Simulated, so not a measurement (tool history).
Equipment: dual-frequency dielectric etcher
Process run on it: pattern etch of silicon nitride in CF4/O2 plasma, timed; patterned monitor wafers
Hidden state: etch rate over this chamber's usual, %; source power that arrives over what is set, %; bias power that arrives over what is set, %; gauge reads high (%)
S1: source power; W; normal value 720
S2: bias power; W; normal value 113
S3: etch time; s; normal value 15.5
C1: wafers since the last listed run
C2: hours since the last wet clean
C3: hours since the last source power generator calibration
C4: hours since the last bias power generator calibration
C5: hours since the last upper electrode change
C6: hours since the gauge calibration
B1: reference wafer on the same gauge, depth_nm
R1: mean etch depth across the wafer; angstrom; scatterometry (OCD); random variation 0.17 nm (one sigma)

| run | day | S1 | S2 | S3 | C1 | C2 | C3 | C4 | C5 | C6 | B1 | R1 |
|---|---|---|---|---|---|---|---|---|---|---|---|---|
| 1 | 0 | 720 | 113 | 15.5 | 0 | 187.8 | 3125.3 | 4058.4 | 3633.5 | 240.6 | 43.47 | 381 |
| 2 | 1.367 | 720 | 113 | 15.5 | 603 | 220.6 | 3158.1 | 4091.2 | 3666.3 | 273.4 | 43.49 | 377.5 |
| 3 | 2.867 | 720 | 113 | 15.5 | 662 | 256.6 | 3194.1 | 4127.2 | 3702.3 | 309.4 | 43.52 | 378.4 |
| 4 | 4.146 | 580 | 113 | 14.5 | 564 | 287.3 | 3224.8 | 4157.9 | 3733 | 340.1 | 43.46 | 308.4 |
| 5 | 5.208 | 580 | 113 | 14.5 | 468 | 312.8 | 3250.3 | 4183.4 | 3758.5 | 365.6 | 43.52 | 307.9 |
| 6 | 6.388 | 580 | 113 | 14.5 | 520 | 341.1 | 3278.6 | 4211.7 | 3786.8 | 393.9 | 43.45 | 307.2 |
| 7 | 7.721 | 790 | 113 | 15.5 | 588 | 373.1 | 3310.6 | 4243.7 | 3818.8 | 425.9 | 43.51 | 400.5 |
| 8 | 8.533 | 780 | 113 | 15.5 | 358 | 392.6 | 3330.1 | 4263.2 | 3838.3 | 445.4 | 43.45 | 394.2 |
| 9 | 10.029 | 720 | 113 | 15.5 | 660 | 428.5 | 3366 | 4299.1 | 3874.2 | 481.3 | 43.52 | 369.9 |
| 10 | 11.046 | 720 | 113 | 15.5 | 448 | 452.9 | 3390.4 | 4323.5 | 3898.6 | 505.7 | 43.48 | 368 |
|  | 12.379 | source power generator calibrated |
| 11 | 12.4 | 720 | 113 | 15.5 | 524 | 485.4 | 0.5 | 4356 | 3931.1 | 538.2 | 43.49 | 370.2 |
|  | 14.308 | wet clean of the chamber |
| 12 | 14.329 | 720 | 113 | 15.5 | 410 | 0.5 | 46.8 | 4402.3 | 3977.4 | 584.5 | 43.46 | 383.9 |
| 13 | 14.925 | 720 | 113 | 15.5 | 262 | 14.8 | 61.1 | 4416.6 | 3991.7 | 598.8 | 43.42 | 384.4 |
| 14 | 16.012 | 720 | 125 | 15.5 | 479 | 40.9 | 87.2 | 4442.7 | 4017.8 | 624.9 | 43.54 | 399.7 |
| 15 | 17.004 | 600 | 113 | 15.5 | 437 | 64.7 | 111 | 4466.5 | 4041.6 | 648.7 | 43.4 | 338.4 |
| 16 | 18.167 | 560 | 113 | 15.5 | 513 | 92.6 | 138.9 | 4494.4 | 4069.5 | 676.6 | 43.46 | 325.7 |
|  | 18.271 | gauge calibrated |
|  | 20.246 | upper electrode replaced, of another model than before |
| 17 | 20.267 | 790 | 113 | 13 | 485 | 143 | 189.3 | 4544.8 | 0.5 | 47.9 | 43.57 | 333.1 |
| 18 | 20.717 | 720 | 113 | 15.5 | 198 | 153.8 | 200.1 | 4555.6 | 11.3 | 58.7 | 43.54 | 377.1 |
| 19 | 21.729 | 720 | 113 | 15.5 | 446 | 178.1 | 224.4 | 4579.9 | 35.6 | 83 | 43.48 | 379.4 |
| 20 | 22.717 | 720 | 113 | 15.5 | 435 | 201.8 | 248.1 | 4603.6 | 59.3 | 106.7 | 43.49 | 376.1 |
|  | 23.238 | bias power generator calibrated |
| 21 | 23.292 | 660 | 124 | 19.5 | 180 | 215.6 | 261.9 | 1.3 | 73.1 | 120.5 | 43.49 | 471 |
| 22 | 24.104 | 720 | 113 | 15.5 | 358 | 235.1 | 281.4 | 20.8 | 92.6 | 140 | 43.52 | 376.5 |
| 23 | 25.067 | 720 | 113 | 15.5 | 424 | 258.2 | 304.5 | 43.9 | 115.7 | 163.1 | 43.56 | 379.3 |
| 24 | 26.058 | 670 | 103 | 15.5 | 437 | 282 | 328.3 | 67.7 | 139.5 | 186.9 | 43.48 | 350.7 |
| 25 | 27.433 | 550 | 113 | 15.5 | 606 | 315 | 361.3 | 100.7 | 172.5 | 219.9 | 43.45 | 329.3 |
| 26 | 28.596 | 720 | 123 | 15.5 | 513 | 342.9 | 389.2 | 128.6 | 200.4 | 247.8 | 43.55 | 383 |
| 27 | 29.188 | 840 | 135 | 18.5 | 261 | 357.1 | 403.4 | 142.8 | 214.6 | 262 | 43.56 | 509.5 |
| 28 | 30.058 | 720 | 113 | 15.5 | 384 | 378 | 424.3 | 163.7 | 235.5 | 282.9 | 43.51 | 371.3 |
| 29 | 30.712 | 880 | 113 | 15.5 | 288 | 393.7 | 440 | 179.4 | 251.2 | 298.6 | 43.51 | 413.5 |
| 30 | 32.058 | 800 | 105 | 12.5 | 593 | 426 | 472.3 | 211.7 | 283.5 | 330.9 | 43.52 | 309.2 |

Pick out some run-to-run changes in R1. Of each, how much would a tool without hidden state show as well, from the settings, what came in and chance, and how much is left for the hidden state and any gauge scatter not in both results compared?
Run 6 -> 7: S1 580 -> 790, S3 14.5 -> 15.5. R1 +93.3 angstrom: hidden state -3, all else +96.3.
Run 11 -> 12: wet clean of the chamber. R1 +13.7 angstrom: hidden state +13.5, all else +0.2.
Run 26 -> 27: S1 720 -> 840, S2 123 -> 135, S3 15.5 -> 18.5. R1 +126.5 angstrom: hidden state -3.8, all else +130.3.
Run 27 -> 28: S1 840 -> 720, S2 135 -> 113, S3 18.5 -> 15.5. R1 -138.2 angstrom: hidden state +3, all else -141.2.
Run 29 -> 30: S1 880 -> 800, S2 113 -> 105, S3 15.5 -> 12.5. R1 -104.3 angstrom: hidden state +2.2, all else -106.5.

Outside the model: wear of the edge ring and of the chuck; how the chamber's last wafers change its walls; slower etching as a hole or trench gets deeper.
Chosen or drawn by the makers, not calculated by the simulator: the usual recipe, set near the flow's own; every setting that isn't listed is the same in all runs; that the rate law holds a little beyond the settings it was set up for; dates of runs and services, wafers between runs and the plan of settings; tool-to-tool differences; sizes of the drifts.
